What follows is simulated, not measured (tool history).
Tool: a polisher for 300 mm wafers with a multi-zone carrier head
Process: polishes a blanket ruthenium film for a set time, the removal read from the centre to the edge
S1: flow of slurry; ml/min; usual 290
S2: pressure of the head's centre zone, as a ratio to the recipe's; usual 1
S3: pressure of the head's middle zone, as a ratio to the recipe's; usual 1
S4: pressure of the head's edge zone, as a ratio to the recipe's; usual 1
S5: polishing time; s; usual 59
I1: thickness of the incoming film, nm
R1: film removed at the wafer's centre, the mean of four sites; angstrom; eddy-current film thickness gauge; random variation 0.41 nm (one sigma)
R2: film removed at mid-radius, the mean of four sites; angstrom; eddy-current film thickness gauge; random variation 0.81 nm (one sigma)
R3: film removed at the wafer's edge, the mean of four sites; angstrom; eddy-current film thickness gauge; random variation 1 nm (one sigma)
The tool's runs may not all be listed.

run 1 hour=0 | S1=290 S2=1 S3=1 S4=1 S5=59 | I1=529.5 | R1=646 R2=644 R3=649
run 2 hour=16.1 | S1=290 S2=1 S3=1 S4=1 S5=59 | I1=532.3 | R1=644 R2=635 R3=668
run 3 hour=28.9 | S1=290 S2=0.92 S3=1 S4=1 S5=59 | I1=541.1 | R1=612 R2=647 R3=649
run 4 hour=39 | S1=290 S2=1 S3=1 S4=1 S5=59 | I1=529.7 | R1=645 R2=640 R3=644
run 5 hour=50.4 | S1=290 S2=1 S3=1 S4=1 S5=59 | I1=529.5 | R1=645 R2=640 R3=649
run 6 hour=61.4 | S1=290 S2=1 S3=1 S4=1 S5=59 | I1=531.9 | R1=642 R2=628 R3=634
-- hour=76.1 worn pad replaced by a new one
run 7 hour=76.6 | S1=290 S2=1 S3=1 S4=1 S5=59 | I1=527.9 | R1=686 R2=677 R3=702
run 8 hour=92.5 | S1=290 S2=1 S3=1 S4=1 S5=59 | I1=537.6 | R1=669 R2=664 R3=686
run 9 hour=107.9 | S1=290 S2=1 S3=1 S4=1 S5=59 | I1=537.1 | R1=668 R2=647 R3=676
run 10 hour=121.4 | S1=290 S2=1 S3=1 S4=1 S5=80 | I1=521.2 | R1=891 R2=899 R3=895
run 11 hour=128.3 | S1=290 S2=1 S3=1 S4=1 S5=59 | I1=542.2 | R1=649 R2=646 R3=669
-- hour=143.7 centre zone pressure recalibrated
run 12 hour=144.5 | S1=290 S2=1 S3=1 S4=1 S5=59 | I1=527.6 | R1=652 R2=645 R3=658
run 13 hour=154.5 | S1=260 S2=0.93 S3=1.1 S4=1 S5=59 | I1=526.3 | R1=618 R2=690 R3=639
-- hour=160.5 edge zone pressure recalibrated
run 14 hour=170.2 | S1=260 S2=0.93 S3=1.1 S4=1 S5=59 | I1=534.1 | R1=613 R2=686 R3=659
run 15 hour=177.1 | S1=290 S2=1 S3=0.94 S4=1.11 S5=73 | I1=536.6 | R1=793 R2=749 R3=860
run 16 hour=183.4 | S1=350 S2=1 S3=1 S4=1.05 S5=59 | I1=535.8 | R1=648 R2=656 R3=681
-- hour=190 worn pad replaced by a new one
run 17 hour=190.8 | S1=290 S2=1.05 S3=1 S4=1.07 S5=74 | I1=517.9 | R1=880 R2=854 R3=905
-- hour=198.9 slurry nozzle cleaned
run 18 hour=199.6 | S1=230 S2=1 S3=1 S4=1 S5=59 | I1=527.3 | R1=659 R2=655 R3=692
-- hour=207 carrier head's membrane replaced by a new one
run 19 hour=209.9 | S1=290 S2=1 S3=1.06 S4=1.1 S5=59 | I1=519.6 | R1=662 R2=704 R3=728
run 20 hour=223.8 | S1=350 S2=0.94 S3=0.88 S4=0.95 S5=59 | I1=539.5 | R1=647 R2=612 R3=640
run 21 hour=276.7 | S1=290 S2=1.11 S3=1 S4=0.92 S5=59 | I1=520.4 | R1=681 R2=644 R3=623
-- hour=294.9 worn pad replaced by a new one
run 22 hour=295.4 | S1=290 S2=1 S3=1 S4=1 S5=59 | I1=530.9 | R1=675 R2=671 R3=686
run 23 hour=307.9 | S1=290 S2=1 S3=1 S4=1 S5=59 | I1=534 | R1=662 R2=667 R3=670

Hidden state or all else? Some run-to-run changes of R1, split into what the settings, what came in and random variation would give without the hidden state, and what is left for the hidden state (with any gauge scatter that isn't in both results):
The hidden state here: removal rate lost through wear of the pad, %; slurry flow missing at the pad, %; deviation of the centre zone's pressure from its setpoint, %; deviation of the edge zone's pressure from its setpoint, %.
Run 6 -> 7: worn pad replaced by a new one. R1 +44 angstrom: hidden state +44, all else +0.
Run 10 -> 11: S5 80 -> 59. R1 -242 angstrom: hidden state +9, all else -251.
Run 16 -> 17: S1 350 -> 290, S2 1 -> 1.05, S4 1.05 -> 1.07, S5 59 -> 74, worn pad replaced by a new one. R1 +232 angstrom: hidden state +42, all else +190.

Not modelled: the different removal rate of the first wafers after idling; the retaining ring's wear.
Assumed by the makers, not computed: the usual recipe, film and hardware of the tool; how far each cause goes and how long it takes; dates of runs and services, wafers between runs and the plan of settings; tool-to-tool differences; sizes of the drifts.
